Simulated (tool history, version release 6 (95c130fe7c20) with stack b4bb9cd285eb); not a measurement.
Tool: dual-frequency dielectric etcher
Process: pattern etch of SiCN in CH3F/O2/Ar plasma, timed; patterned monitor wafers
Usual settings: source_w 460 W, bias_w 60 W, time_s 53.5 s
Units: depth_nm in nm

run	day	source_w	bias_w	time_s	read-back reference wafer on the same gauge, depth_nm	depth_nm
1	0	460	60	53.5	14.41	17.76
2	4.117	460	60	53.5	14.4	17.88
3	14.979	460	60	53.5	14.39	18.25
# day 22.171: wet clean of the chamber
4	27.554	460	60	53.5	14.4	18.11
5	29.688	460	60	53.5	14.4	18.09
6	32.142	460	60	64.5	14.42	22
7	36.575	460	60	64.5	14.4	22.26
8	38.404	460	60	64.5	14.42	22.11
9	41.488	460	60	53.5	14.41	18.71
# day 43.288: wet clean of the chamber
10	43.838	460	60	53.5	14.4	18
11	46.662	460	69	53.5	14.4	19
12	49.396	460	69	53.5	14.4	18.92
13	53.783	460	60	53.5	14.39	18.21
14	58.183	460	60	42.5	14.4	14.7
# day 60.479: upper electrode replaced
15	60.5	460	60	42.5	14.39	14.65
# day 64.104: wet clean of the chamber
# day 64.475: gauge calibrated
16	64.571	380	60	53.5	14.39	16.61
17	67.388	460	47	61	14.4	19.11
# day 71.804: source power generator calibrated
18	72.958	460	46	46	14.4	14.45
19	77.217	460	49	42	14.41	13.54
20	81.346	550	46	46	14.4	15.81
# day 81.971: bias power generator calibrated
21	82.938	570	48	45	14.4	16.1
# day 84.9: wet clean of the chamber
22	86.446	460	60	53.5	14.38	17.87
23	88.754	570	68	45	14.41	17.25
24	92.988	460	60	53.5	14.4	18.09

Forecast run 25:
25	96.571	460	60	53.5	?	?

read-back reference wafer on the same gauge, depth_nm: 14.4
depth_nm: 18.29 nm
Without the tool's hidden state the same run would have given depth_nm 17.85 nm.
